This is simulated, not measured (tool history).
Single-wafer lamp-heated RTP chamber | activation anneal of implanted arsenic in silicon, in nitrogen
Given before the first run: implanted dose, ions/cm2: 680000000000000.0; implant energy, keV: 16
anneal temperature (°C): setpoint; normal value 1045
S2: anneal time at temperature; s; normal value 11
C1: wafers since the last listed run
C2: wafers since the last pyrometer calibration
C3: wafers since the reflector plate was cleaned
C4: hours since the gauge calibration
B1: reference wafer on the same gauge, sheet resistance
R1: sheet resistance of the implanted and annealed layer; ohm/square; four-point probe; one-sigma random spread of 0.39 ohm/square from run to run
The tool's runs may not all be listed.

Run 1, hour 0: usual settings; C1 0; C2 399; C3 399; C4 1399.7; B1 183.76. Result: R1 169.3 ohm/square.
Run 2, hour 92.6: usual settings; C1 1696; C2 2096; C3 2096; C4 1492.3; B1 183.92. Result: R1 168.57 ohm/square.
Run 3, hour 158.2: usual settings; C1 1202; C2 3298; C3 3298; C4 1557.9; B1 184.01. Result: R1 168.79 ohm/square.
Run 4, hour 225.3: usual settings; C1 1229; C2 4527; C3 4527; C4 1625; B1 183.96. Result: R1 167.79 ohm/square.
Run 5, hour 321: usual settings but anneal temperature (°C) 1021, S2 13 s; C1 1753; C2 6281; C3 6281; C4 1720.7; B1 183.84. Result: R1 170.88 ohm/square.
At hour 390: pyrometer window cleaned and pyrometer calibrated.
Run 6, hour 391.8: usual settings but anneal temperature (°C) 1021, S2 13 s; C1 1150; C2 33; C3 7432; C4 1791.5; B1 183.86. Result: R1 173.47 ohm/square.
Run 7, hour 481.5: usual settings but anneal temperature (°C) 1052; C1 1643; C2 1677; C3 9075; C4 1881.2; B1 184.29. Result: R1 166.99 ohm/square.
Run 8, hour 538.1: usual settings but S2 14 s; C1 1037; C2 2714; C3 10112; C4 1937.8; B1 183.97. Result: R1 165.25 ohm/square.
Run 9, hour 629.4: usual settings but S2 14 s; C1 1673; C2 4387; C3 11785; C4 2029.1; B1 184.14. Result: R1 163.82 ohm/square.
Run 10, hour 719.7: usual settings but S2 14 s; C1 1654; C2 6041; C3 13440; C4 2119.4; B1 183.99. Result: R1 163.69 ohm/square.
At hour 764.5: reflector plate cleaned.
Run 11, hour 827.4: usual settings; C1 1826; C2 7868; C3 1152; C4 2227.1; B1 184.05. Result: R1 166.53 ohm/square.
At hour 835.9: pyrometer window cleaned and pyrometer calibrated.
Run 12, hour 911.3: usual settings; C1 1390; C2 1382; C3 2543; C4 2311; B1 184.03. Result: R1 168.98 ohm/square.
Run 13, hour 1013.1: usual settings; C1 1865; C2 3247; C3 4408; C4 2412.8; B1 183.88. Result: R1 167.68 ohm/square.
At hour 1022.5: gauge calibrated.
Run 14, hour 1068.7: usual settings; C1 1018; C2 4266; C3 5427; C4 46.2; B1 184.13. Result: R1 168.54 ohm/square.
Run 15, hour 1137.2: usual settings; C1 1255; C2 5521; C3 6682; C4 114.7; B1 184.03. Result: R1 167.51 ohm/square.
Run 16, hour 1242.4: usual settings; C1 1927; C2 7449; C3 8610; C4 219.9; B1 183.81. Result: R1 166.04 ohm/square.
At hour 1262.2: pyrometer window cleaned and pyrometer calibrated.
Run 17, hour 1279.1: usual settings but S2 17 s; C1 525; C2 310; C3 9136; C4 256.6; B1 183.96. Result: R1 163.55 ohm/square.
Run 18, hour 1385.9: usual settings; C1 1957; C2 2267; C3 11093; C4 363.4; B1 183.78. Result: R1 167.69 ohm/square.
Run 19, hour 1435.5: usual settings but S2 13 s; C1 908; C2 3176; C3 12002; C4 413; B1 183.87. Result: R1 165.23 ohm/square.
At hour 1469.3: reflector plate cleaned.
Run 20, hour 1492.8: usual settings; C1 903; C2 4079; C3 430; C4 470.3; B1 184.15. Result: R1 168.17 ohm/square.
Run 21, hour 1541.4: usual settings but anneal temperature (°C) 1017, S2 7 s; C1 890; C2 4970; C3 1320; C4 518.9; B1 183.91. Result: R1 178.82 ohm/square.
Run 22, hour 1589.8: usual settings but anneal temperature (°C) 1071, S2 13 s; C1 886; C2 5857; C3 2207; C4 567.3; B1 183.97. Result: R1 159.34 ohm/square.
Run 23, hour 1655.2: usual settings but anneal temperature (°C) 1073, S2 5 s; C1 1198; C2 7055; C3 3406; C4 632.7; B1 184.22. Result: R1 168.59 ohm/square.
Run 24, hour 1708.7: usual settings but anneal temperature (°C) 1025, S2 9 s; C1 980; C2 8036; C3 4386; C4 686.2; B1 184.05. Result: R1 173.23 ohm/square.
At hour 1733: pyrometer window cleaned and pyrometer calibrated.
Run 25, hour 1794.6: usual settings but anneal temperature (°C) 1062, S2 6 s; C1 1427; C2 1129; C3 5813; C4 772.1; B1 183.95. Result: R1 170.89 ohm/square.
Run 26, hour 1896.3: usual settings; C1 1863; C2 2992; C3 7677; C4 873.8; B1 184.09. Result: R1 167.65 ohm/square.
Run 27, hour 1996.4: usual settings but anneal temperature (°C) 1057, S2 13 s; C1 1834; C2 4826; C3 9511; C4 973.9; B1 183.97. Result: R1 162.8 ohm/square.
Run 28, hour 2070.7: usual settings but anneal temperature (°C) 1020, S2 8 s; C1 1361; C2 6188; C3 10873; C4 1048.2; B1 184.12. Result: R1 176.04 ohm/square.
At hour 2150.1: pyrometer window cleaned and pyrometer calibrated.
Run 29, hour 2159.4: usual settings; C1 1478; C2 171; C3 12351; C4 1136.9; B1 183.97. Result: R1 168.15 ohm/square.
At hour 2175.8: reflector plate cleaned.
Run 30, hour 2200.6: usual settings but anneal temperature (°C) 1031, S2 9 s; C1 608; C2 779; C3 454; C4 1178.1; B1 184.14. Result: R1 175.05 ohm/square.

Each row is a separate what-if for the run after 30, all from the same tool condition, not one after another. Results?
Run A, hour 2201: usual settings but S2 6 s; C1 7; C2 786; C3 462; C4 1178.5; B1 ?. Result: R1 ?.
Run B, hour 2201: usual settings but anneal temperature (°C) 1027, S2 7 s; C1 7; C2 786; C3 462; C4 1178.5; B1 ?. Result: R1 ?.
Run C, hour 2201: usual settings but anneal temperature (°C) 1070, S2 15 s; C1 7; C2 786; C3 462; C4 1178.5; B1 ?. Result: R1 ?.
Run D, hour 2201: usual settings but anneal temperature (°C) 1068, S2 14 s; C1 7; C2 786; C3 462; C4 1178.5; B1 ?. Result: R1 ?.
Run E, hour 2201: usual settings but anneal temperature (°C) 1019, S2 14 s; C1 7; C2 786; C3 462; C4 1178.5; B1 ?. Result: R1 ?.

run      B1      R1
  A  183.92   175.8
  B  183.92   178.3
  C  183.92  160.36
  D  183.92  161.61
  E  183.92  173.62
What these runs would have given with no unlogged condition in the tool:
run      R1
  A  176.14
  B  178.64
  C  160.74
  D  161.99
  E  174.01
